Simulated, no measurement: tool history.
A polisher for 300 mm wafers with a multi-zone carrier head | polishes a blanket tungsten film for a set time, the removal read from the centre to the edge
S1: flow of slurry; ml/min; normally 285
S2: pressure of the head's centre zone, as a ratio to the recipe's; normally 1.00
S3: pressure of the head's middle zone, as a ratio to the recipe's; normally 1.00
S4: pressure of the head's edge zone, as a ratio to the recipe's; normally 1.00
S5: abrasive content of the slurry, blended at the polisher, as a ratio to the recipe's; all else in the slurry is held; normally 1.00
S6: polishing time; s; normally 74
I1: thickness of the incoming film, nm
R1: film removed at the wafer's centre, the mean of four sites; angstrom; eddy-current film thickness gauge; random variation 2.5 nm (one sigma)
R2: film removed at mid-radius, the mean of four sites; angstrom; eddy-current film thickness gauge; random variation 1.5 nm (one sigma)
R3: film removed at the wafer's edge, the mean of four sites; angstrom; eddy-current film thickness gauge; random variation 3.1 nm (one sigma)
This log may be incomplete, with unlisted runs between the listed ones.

run 1 hour=0.0 | S1=285 S2=1.07 S3=1.00 S4=1.00 S5=1.00 S6=74 | I1=633.7 | R1=2080 R2=2135 R3=2183
run 2 hour=7.4 | S1=285 S2=1.04 S3=0.93 S4=1.00 S5=1.00 S6=98 | I1=644.6 | R1=2707 R2=2668 R3=2975
run 3 hour=22.5 | S1=285 S2=1.00 S3=1.00 S4=1.08 S5=1.00 S6=74 | I1=629.1 | R1=1927 R2=2166 R3=2219
-- hour=26.8 centre zone pressure recalibrated
-- hour=32.7 edge zone pressure recalibrated
run 4 hour=34.5 | S1=285 S2=1.00 S3=1.00 S4=1.00 S5=1.00 S6=62 | I1=644.2 | R1=1805 R2=1805 R3=1861
run 5 hour=47.1 | S1=345 S2=1.10 S3=1.00 S4=1.00 S5=1.15 S6=90 | I1=646.2 | R1=3024 R2=2711 R3=2937
run 6 hour=58.5 | S1=315 S2=1.00 S3=1.10 S4=1.00 S5=1.20 S6=74 | I1=639.7 | R1=2217 R2=2472 R3=2365
run 7 hour=67.4 | S1=285 S2=1.00 S3=1.00 S4=1.00 S5=1.00 S6=74 | I1=641.8 | R1=2101 R2=2168 R3=2219
-- hour=72.5 worn pad replaced by a new one
run 8 hour=79.3 | S1=285 S2=1.00 S3=1.00 S4=1.00 S5=1.00 S6=74 | I1=637.9 | R1=2126 R2=2161 R3=2195
run 9 hour=91.0 | S1=285 S2=1.00 S3=1.00 S4=1.00 S5=1.30 S6=74 | I1=628.1 | R1=2324 R2=2300 R3=2450
run 10 hour=115.0 | S1=285 S2=1.00 S3=1.00 S4=1.00 S5=1.00 S6=74 | I1=645.4 | R1=2117 R2=2165 R3=2263
-- hour=127.9 carrier head's membrane replaced by a new one
run 11 hour=131.1 | S1=285 S2=1.05 S3=1.00 S4=0.95 S5=1.00 S6=51 | I1=632.0 | R1=1520 R2=1488 R3=1488
run 12 hour=143.1 | S1=190 S2=1.00 S3=0.93 S4=0.94 S5=1.00 S6=51 | I1=627.5 | R1=1387 R2=1351 R3=1459
run 13 hour=150.5 | S1=315 S2=1.05 S3=1.00 S4=1.00 S5=0.70 S6=74 | I1=645.1 | R1=1968 R2=1959 R3=2028
run 14 hour=166.9 | S1=355 S2=1.00 S3=1.00 S4=0.93 S5=1.00 S6=74 | I1=637.4 | R1=2063 R2=2192 R3=2157
run 15 hour=175.4 | S1=285 S2=1.00 S3=1.00 S4=1.00 S5=1.00 S6=74 | I1=646.4 | R1=2067 R2=2155 R3=2238
run 16 hour=187.6 | S1=285 S2=1.00 S3=1.00 S4=1.00 S5=1.00 S6=74 | I1=636.8 | R1=2065 R2=2148 R3=2234
-- hour=199.1 worn pad replaced by a new one
run 17 hour=202.7 | S1=285 S2=1.00 S3=1.00 S4=1.00 S5=1.00 S6=58 | I1=641.5 | R1=1631 R2=1681 R3=1734
run 18 hour=220.0 | S1=285 S2=1.08 S3=1.00 S4=1.00 S5=1.00 S6=74 | I1=631.9 | R1=2164 R2=2175 R3=2233
run 19 hour=232.0 | S1=285 S2=1.00 S3=1.00 S4=1.00 S5=1.00 S6=74 | I1=642.4 | R1=2080 R2=2151 R3=2191
run 20 hour=246.6 | S1=325 S2=1.10 S3=0.92 S4=1.00 S5=1.25 S6=74 | I1=641.3 | R1=2361 R2=2142 R3=2359
run 21 hour=261.0 | S1=285 S2=1.00 S3=1.00 S4=1.06 S5=1.00 S6=74 | I1=637.3 | R1=2014 R2=2138 R3=2331
run 22 hour=273.0 | S1=285 S2=1.00 S3=1.00 S4=1.11 S5=1.00 S6=74 | I1=632.8 | R1=2012 R2=2170 R3=2339

What will run 23 give?
run 23 hour=289.4 | S1=285 S2=1.00 S3=1.00 S4=1.00 S5=1.00 S6=74 | I1=633.9 | R1=? R2=? R3=?

Run 23 yielded R1 1997 angstrom, R2 2125 angstrom, R3 2197 angstrom.
Take away the tool's hidden state, keep the run-to-run variation as it was, and the same run would have given R1 2125 angstrom, R2 2125 angstrom, R3 2197 angstrom.

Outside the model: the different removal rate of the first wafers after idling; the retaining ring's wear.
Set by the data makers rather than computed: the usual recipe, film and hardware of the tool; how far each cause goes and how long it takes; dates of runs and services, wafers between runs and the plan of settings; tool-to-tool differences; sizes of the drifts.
